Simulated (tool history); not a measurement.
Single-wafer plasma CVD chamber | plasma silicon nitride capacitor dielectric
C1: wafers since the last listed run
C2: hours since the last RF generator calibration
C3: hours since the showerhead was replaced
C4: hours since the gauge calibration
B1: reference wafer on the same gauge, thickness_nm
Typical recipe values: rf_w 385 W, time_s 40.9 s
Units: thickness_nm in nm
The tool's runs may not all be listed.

{"run": 1, "hour": 0.0, "rf_w": 425, "time_s": 40.9, "C1": 0, "C2": 1548.9, "C3": 6773.7, "C4": 697.2, "B1": 59.496, "thickness_nm": 53.274}
{"run": 2, "hour": 25.7, "rf_w": 385, "time_s": 44.8, "C1": 420, "C2": 1574.6, "C3": 6799.4, "C4": 722.9, "B1": 59.475, "thickness_nm": 56.763}
{"hour": 37.8, "done": "gauge calibrated"}
{"run": 3, "hour": 47.6, "rf_w": 365, "time_s": 40.9, "C1": 358, "C2": 1596.5, "C3": 6821.3, "C4": 9.8, "B1": 59.557, "thickness_nm": 51.046}
{"run": 4, "hour": 69.7, "rf_w": 365, "time_s": 40.9, "C1": 361, "C2": 1618.6, "C3": 6843.4, "C4": 31.9, "B1": 59.467, "thickness_nm": 51.059}
{"run": 5, "hour": 105.4, "rf_w": 385, "time_s": 45.2, "C1": 584, "C2": 1654.3, "C3": 6879.1, "C4": 67.6, "B1": 59.483, "thickness_nm": 57.104}
{"run": 6, "hour": 131.3, "rf_w": 385, "time_s": 45.2, "C1": 423, "C2": 1680.2, "C3": 6905.0, "C4": 93.5, "B1": 59.534, "thickness_nm": 57.051}
{"run": 7, "hour": 144.7, "rf_w": 385, "time_s": 45.2, "C1": 219, "C2": 1693.6, "C3": 6918.4, "C4": 106.9, "B1": 59.55, "thickness_nm": 57.067}
{"run": 8, "hour": 163.4, "rf_w": 385, "time_s": 44.4, "C1": 305, "C2": 1712.3, "C3": 6937.1, "C4": 125.6, "B1": 59.58, "thickness_nm": 56.178}
{"run": 9, "hour": 183.4, "rf_w": 385, "time_s": 40.9, "C1": 327, "C2": 1732.3, "C3": 6957.1, "C4": 145.6, "B1": 59.52, "thickness_nm": 51.433}
{"run": 10, "hour": 230.7, "rf_w": 385, "time_s": 40.9, "C1": 773, "C2": 1779.6, "C3": 7004.4, "C4": 192.9, "B1": 59.482, "thickness_nm": 51.377}
{"run": 11, "hour": 247.6, "rf_w": 385, "time_s": 40.9, "C1": 276, "C2": 1796.5, "C3": 7021.3, "C4": 209.8, "B1": 59.463, "thickness_nm": 51.446}
{"run": 12, "hour": 265.8, "rf_w": 385, "time_s": 40.9, "C1": 297, "C2": 1814.7, "C3": 7039.5, "C4": 228.0, "B1": 59.503, "thickness_nm": 51.414}
{"run": 13, "hour": 282.4, "rf_w": 385, "time_s": 40.9, "C1": 271, "C2": 1831.3, "C3": 7056.1, "C4": 244.6, "B1": 59.522, "thickness_nm": 51.488}
{"run": 14, "hour": 350.9, "rf_w": 385, "time_s": 40.9, "C1": 1120, "C2": 1899.8, "C3": 7124.6, "C4": 313.1, "B1": 59.486, "thickness_nm": 51.209}
{"run": 15, "hour": 372.7, "rf_w": 385, "time_s": 46.3, "C1": 356, "C2": 1921.6, "C3": 7146.4, "C4": 334.9, "B1": 59.422, "thickness_nm": 57.772}
{"hour": 405.2, "done": "RF generator calibrated"}
{"run": 16, "hour": 405.7, "rf_w": 385, "time_s": 46.3, "C1": 409, "C2": 0.5, "C3": 7179.4, "C4": 367.9, "B1": 59.537, "thickness_nm": 59.372}
{"run": 17, "hour": 410.9, "rf_w": 385, "time_s": 40.9, "C1": 85, "C2": 5.7, "C3": 7184.6, "C4": 373.1, "B1": 59.485, "thickness_nm": 52.646}
{"run": 18, "hour": 437.6, "rf_w": 385, "time_s": 40.9, "C1": 436, "C2": 32.4, "C3": 7211.3, "C4": 399.8, "B1": 59.528, "thickness_nm": 52.254}
{"hour": 454.7, "done": "showerhead replaced"}
{"run": 19, "hour": 455.2, "rf_w": 385, "time_s": 40.9, "C1": 157, "C2": 50.0, "C3": 0.5, "C4": 417.4, "B1": 59.498, "thickness_nm": 52.182}
{"run": 20, "hour": 484.0, "rf_w": 385, "time_s": 40.9, "C1": 471, "C2": 78.8, "C3": 29.3, "C4": 446.2, "B1": 59.398, "thickness_nm": 52.453}
{"run": 21, "hour": 512.6, "rf_w": 430, "time_s": 34.3, "C1": 467, "C2": 107.4, "C3": 57.9, "C4": 474.8, "B1": 59.483, "thickness_nm": 45.253}
{"run": 22, "hour": 524.9, "rf_w": 450, "time_s": 37.4, "C1": 201, "C2": 119.7, "C3": 70.2, "C4": 487.1, "B1": 59.464, "thickness_nm": 50.014}
{"run": 23, "hour": 550.9, "rf_w": 455, "time_s": 37.4, "C1": 425, "C2": 145.7, "C3": 96.2, "C4": 513.1, "B1": 59.581, "thickness_nm": 50.201}
{"run": 24, "hour": 574.3, "rf_w": 335, "time_s": 36.8, "C1": 382, "C2": 169.1, "C3": 119.6, "C4": 536.5, "B1": 59.525, "thickness_nm": 45.418}
{"run": 25, "hour": 599.1, "rf_w": 415, "time_s": 47.0, "C1": 405, "C2": 193.9, "C3": 144.4, "C4": 561.3, "B1": 59.557, "thickness_nm": 61.115}
{"run": 26, "hour": 635.1, "rf_w": 410, "time_s": 46.4, "C1": 588, "C2": 229.9, "C3": 180.4, "C4": 597.3, "B1": 59.517, "thickness_nm": 60.362}
{"run": 27, "hour": 664.9, "rf_w": 440, "time_s": 46.2, "C1": 487, "C2": 259.7, "C3": 210.2, "C4": 627.1, "B1": 59.428, "thickness_nm": 61.705}
{"run": 28, "hour": 687.6, "rf_w": 385, "time_s": 40.9, "C1": 371, "C2": 282.4, "C3": 232.9, "C4": 649.8, "B1": 59.491, "thickness_nm": 52.554}
{"run": 29, "hour": 707.5, "rf_w": 340, "time_s": 46.2, "C1": 325, "C2": 302.3, "C3": 252.8, "C4": 669.7, "B1": 59.49, "thickness_nm": 57.038}
{"run": 30, "hour": 733.1, "rf_w": 320, "time_s": 47.3, "C1": 418, "C2": 327.9, "C3": 278.4, "C4": 695.3, "B1": 59.455, "thickness_nm": 57.581}
{"hour": 750.9, "done": "gauge calibrated"}
{"run": 31, "hour": 756.9, "rf_w": 385, "time_s": 40.9, "C1": 389, "C2": 351.7, "C3": 302.2, "C4": 6.0, "B1": 59.517, "thickness_nm": 52.266}
{"run": 32, "hour": 777.3, "rf_w": 410, "time_s": 38.4, "C1": 333, "C2": 372.1, "C3": 322.6, "C4": 26.4, "B1": 59.531, "thickness_nm": 49.975}
{"run": 33, "hour": 812.6, "rf_w": 385, "time_s": 40.9, "C1": 577, "C2": 407.4, "C3": 357.9, "C4": 61.7, "B1": 59.495, "thickness_nm": 52.455}
{"run": 34, "hour": 836.8, "rf_w": 385, "time_s": 40.9, "C1": 395, "C2": 431.6, "C3": 382.1, "C4": 85.9, "B1": 59.587, "thickness_nm": 52.194}
{"run": 35, "hour": 858.7, "rf_w": 385, "time_s": 47.0, "C1": 358, "C2": 453.5, "C3": 404.0, "C4": 107.8, "B1": 59.503, "thickness_nm": 60.016}
{"run": 36, "hour": 889.3, "rf_w": 385, "time_s": 40.9, "C1": 500, "C2": 484.1, "C3": 434.6, "C4": 138.4, "B1": 59.511, "thickness_nm": 52.366}
{"run": 37, "hour": 925.2, "rf_w": 385, "time_s": 40.9, "C1": 587, "C2": 520.0, "C3": 470.5, "C4": 174.3, "B1": 59.535, "thickness_nm": 52.161}
{"run": 38, "hour": 952.1, "rf_w": 455, "time_s": 45.2, "C1": 440, "C2": 546.9, "C3": 497.4, "C4": 201.2, "B1": 59.514, "thickness_nm": 60.589}
{"run": 39, "hour": 984.3, "rf_w": 455, "time_s": 48.3, "C1": 526, "C2": 579.1, "C3": 529.6, "C4": 233.4, "B1": 59.539, "thickness_nm": 64.686}
{"run": 40, "hour": 1001.3, "rf_w": 385, "time_s": 40.9, "C1": 278, "C2": 596.1, "C3": 546.6, "C4": 250.4, "B1": 59.559, "thickness_nm": 52.282}
{"run": 41, "hour": 1030.9, "rf_w": 385, "time_s": 40.9, "C1": 484, "C2": 625.7, "C3": 576.2, "C4": 280.0, "B1": 59.58, "thickness_nm": 52.275}
{"run": 42, "hour": 1049.2, "rf_w": 385, "time_s": 40.9, "C1": 299, "C2": 644.0, "C3": 594.5, "C4": 298.3, "B1": 59.515, "thickness_nm": 52.086}
{"run": 43, "hour": 1066.2, "rf_w": 410, "time_s": 34.9, "C1": 278, "C2": 661.0, "C3": 611.5, "C4": 315.3, "B1": 59.513, "thickness_nm": 45.264}

Consider 5 possible next runs. They are alternatives, not a sequence: every one starts from the tool as it was left by run 43. What does each give?
{"run": "A", "hour": 1066.6, "rf_w": 385, "time_s": 40.9, "C1": 6, "C2": 661.4, "C3": 611.9, "C4": 315.7, "B1": "?", "thickness_nm": "?"}
{"run": "B", "hour": 1066.6, "rf_w": 405, "time_s": 37.9, "C1": 6, "C2": 661.4, "C3": 611.9, "C4": 315.7, "B1": "?", "thickness_nm": "?"}
{"run": "C", "hour": 1066.6, "rf_w": 455, "time_s": 46.2, "C1": 6, "C2": 661.4, "C3": 611.9, "C4": 315.7, "B1": "?", "thickness_nm": "?"}
{"run": "D", "hour": 1066.6, "rf_w": 425, "time_s": 45.7, "C1": 6, "C2": 661.4, "C3": 611.9, "C4": 315.7, "B1": "?", "thickness_nm": "?"}
{"run": "E", "hour": 1066.6, "rf_w": 420, "time_s": 43.7, "C1": 6, "C2": 661.4, "C3": 611.9, "C4": 315.7, "B1": "?", "thickness_nm": "?"}

run=A B1=59.445 thickness_nm=52.284
run=B B1=59.445 thickness_nm=49.135
run=C B1=59.445 thickness_nm=61.878
run=D B1=59.445 thickness_nm=60.050
run=E B1=59.445 thickness_nm=57.232
Stripped of hidden state, with their random variation kept, the same runs would have yielded:
run=A thickness_nm=52.521
run=B thickness_nm=49.359
run=C thickness_nm=62.159
run=D thickness_nm=60.323
run=E thickness_nm=57.493
